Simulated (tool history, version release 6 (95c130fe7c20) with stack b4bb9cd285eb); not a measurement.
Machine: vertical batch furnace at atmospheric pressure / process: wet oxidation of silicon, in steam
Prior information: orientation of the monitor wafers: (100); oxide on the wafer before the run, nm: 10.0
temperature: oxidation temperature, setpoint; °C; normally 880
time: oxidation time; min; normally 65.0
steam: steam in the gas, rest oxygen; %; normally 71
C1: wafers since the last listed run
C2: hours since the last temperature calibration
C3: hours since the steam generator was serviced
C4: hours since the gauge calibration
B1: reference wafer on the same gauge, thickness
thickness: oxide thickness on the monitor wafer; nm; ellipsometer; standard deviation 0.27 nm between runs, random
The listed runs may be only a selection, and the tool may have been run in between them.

Run 1, hour 0.0: usual settings; C1 0; C2 2890.0; C3 2213.3; C4 230.7; B1 84.84. Result: thickness 97.42 nm.
Run 2, hour 12.7: usual settings; C1 167; C2 2902.7; C3 2226.0; C4 243.4; B1 84.81. Result: thickness 97.17 nm.
Run 3, hour 28.2: usual settings; C1 204; C2 2918.2; C3 2241.5; C4 258.9; B1 84.86. Result: thickness 97.46 nm.
Run 4, hour 44.2: usual settings; C1 210; C2 2934.2; C3 2257.5; C4 274.9; B1 84.89. Result: thickness 97.53 nm.
Run 5, hour 58.7: usual settings; C1 191; C2 2948.7; C3 2272.0; C4 289.4; B1 84.94. Result: thickness 97.43 nm.
Run 6, hour 101.6: usual settings; C1 565; C2 2991.6; C3 2314.9; C4 332.3; B1 84.94. Result: thickness 97.41 nm.
Run 7, hour 118.1: usual settings; C1 217; C2 3008.1; C3 2331.4; C4 348.8; B1 84.92. Result: thickness 97.40 nm.
Run 8, hour 138.0: usual settings but temperature 864 °C, steam 63 %; C1 262; C2 3028.0; C3 2351.3; C4 368.7; B1 84.98. Result: thickness 69.89 nm.
Run 9, hour 150.7: usual settings but time 82.0 min; C1 167; C2 3040.7; C3 2364.0; C4 381.4; B1 84.86. Result: thickness 118.54 nm.
At hour 190.7: thermocouples replaced and temperature profile calibrated.
Run 10, hour 191.2: usual settings but time 82.0 min; C1 217; C2 0.5; C3 2404.5; C4 421.9; B1 84.90. Result: thickness 112.71 nm.
Run 11, hour 195.2: usual settings; C1 52; C2 4.5; C3 2408.5; C4 425.9; B1 84.82. Result: thickness 93.03 nm.
Run 12, hour 208.8: usual settings; C1 179; C2 18.1; C3 2422.1; C4 439.5; B1 84.95. Result: thickness 92.67 nm.
At hour 222.4: gauge calibrated.
At hour 240.7: steam generator serviced.
Run 13, hour 241.2: usual settings but time 41.0 min; C1 110; C2 50.5; C3 0.5; C4 18.8; B1 84.96. Result: thickness 67.39 nm.
Run 14, hour 245.2: usual settings but temperature 862 °C, time 88.0 min, steam 66 %; C1 52; C2 54.5; C3 4.5; C4 22.8; B1 84.91. Result: thickness 91.82 nm.
Run 15, hour 249.3: usual settings but time 91.0 min, steam 60 %; C1 54; C2 58.6; C3 8.6; C4 26.9; B1 84.78. Result: thickness 113.94 nm.
Run 16, hour 263.9: usual settings but temperature 894 °C, time 44.0 min, steam 77 %; C1 192; C2 73.2; C3 23.2; C4 41.5; B1 84.93. Result: thickness 92.77 nm.
Run 17, hour 271.8: usual settings but temperature 869 °C, time 47.0 min, steam 65 %; C1 104; C2 81.1; C3 31.1; C4 49.4; B1 84.89. Result: thickness 59.95 nm.
Run 18, hour 278.9: usual settings but temperature 857 °C, time 54.0 min, steam 77 %; C1 93; C2 88.2; C3 38.2; C4 56.5; B1 84.85. Result: thickness 64.51 nm.
Run 19, hour 285.9: usual settings but temperature 863 °C, time 74.5 min, steam 80 %; C1 92; C2 95.2; C3 45.2; C4 63.5; B1 84.93. Result: thickness 95.99 nm.
Run 20, hour 292.1: usual settings but temperature 862 °C, steam 76 %; C1 81; C2 101.4; C3 51.4; C4 69.7; B1 84.90. Result: thickness 79.95 nm.
Run 21, hour 306.0: usual settings; C1 183; C2 115.3; C3 65.3; C4 83.6; B1 84.94. Result: thickness 99.11 nm.
Run 22, hour 313.7: usual settings; C1 101; C2 123.0; C3 73.0; C4 91.3; B1 84.85. Result: thickness 98.85 nm.
Run 23, hour 321.0: usual settings; C1 96; C2 130.3; C3 80.3; C4 98.6; B1 84.97. Result: thickness 98.69 nm.
Run 24, hour 328.5: usual settings but time 44.0 min; C1 98; C2 137.8; C3 87.8; C4 106.1; B1 84.85. Result: thickness 71.07 nm.
Run 25, hour 342.3: usual settings; C1 181; C2 151.6; C3 101.6; C4 119.9; B1 84.96. Result: thickness 98.42 nm.
Run 26, hour 356.9: usual settings but time 51.0 min, steam 80 %; C1 192; C2 166.2; C3 116.2; C4 134.5; B1 84.93. Result: thickness 88.92 nm.
Run 27, hour 366.9: usual settings but steam 64 %; C1 131; C2 176.2; C3 126.2; C4 144.5; B1 84.86. Result: thickness 91.01 nm.
Run 28, hour 379.8: usual settings; C1 170; C2 189.1; C3 139.1; C4 157.4; B1 84.87. Result: thickness 98.39 nm.
Run 29, hour 391.9: usual settings but temperature 896 °C, time 74.0 min; C1 159; C2 201.2; C3 151.2; C4 169.5; B1 84.97. Result: thickness 138.10 nm.
Run 30, hour 401.5: usual settings but time 48.5 min, steam 63 %; C1 126; C2 210.8; C3 160.8; C4 179.1; B1 85.01. Result: thickness 69.99 nm.
Run 31, hour 419.2: usual settings; C1 233; C2 228.5; C3 178.5; C4 196.8; B1 84.94. Result: thickness 98.64 nm.
Run 32, hour 429.2: usual settings but temperature 895 °C, steam 67 %; C1 131; C2 238.5; C3 188.5; C4 206.8; B1 85.00. Result: thickness 116.13 nm.
Run 33, hour 446.5: usual settings but temperature 861 °C, time 92.5 min, steam 78 %; C1 228; C2 255.8; C3 205.8; C4 224.1; B1 84.90. Result: thickness 109.20 nm.
Run 34, hour 458.7: usual settings but steam 64 %; C1 160; C2 268.0; C3 218.0; C4 236.3; B1 84.90. Result: thickness 90.05 nm.
Run 35, hour 468.5: usual settings but temperature 892 °C, time 89.5 min, steam 59 %; C1 129; C2 277.8; C3 227.8; C4 246.1; B1 84.99. Result: thickness 131.28 nm.

What does the tool deliver on the next run?
Run 36, hour 481.8: usual settings but temperature 856 °C, time 33.5 min, steam 63 %; C1 175; C2 291.1; C3 241.1; C4 259.4; B1 ?. Result: thickness ?.

Logged for run 36: B1 84.92, thickness 37.41 nm.
The same run, on a tool lacking any hidden state, would have yielded thickness 37.36 nm.

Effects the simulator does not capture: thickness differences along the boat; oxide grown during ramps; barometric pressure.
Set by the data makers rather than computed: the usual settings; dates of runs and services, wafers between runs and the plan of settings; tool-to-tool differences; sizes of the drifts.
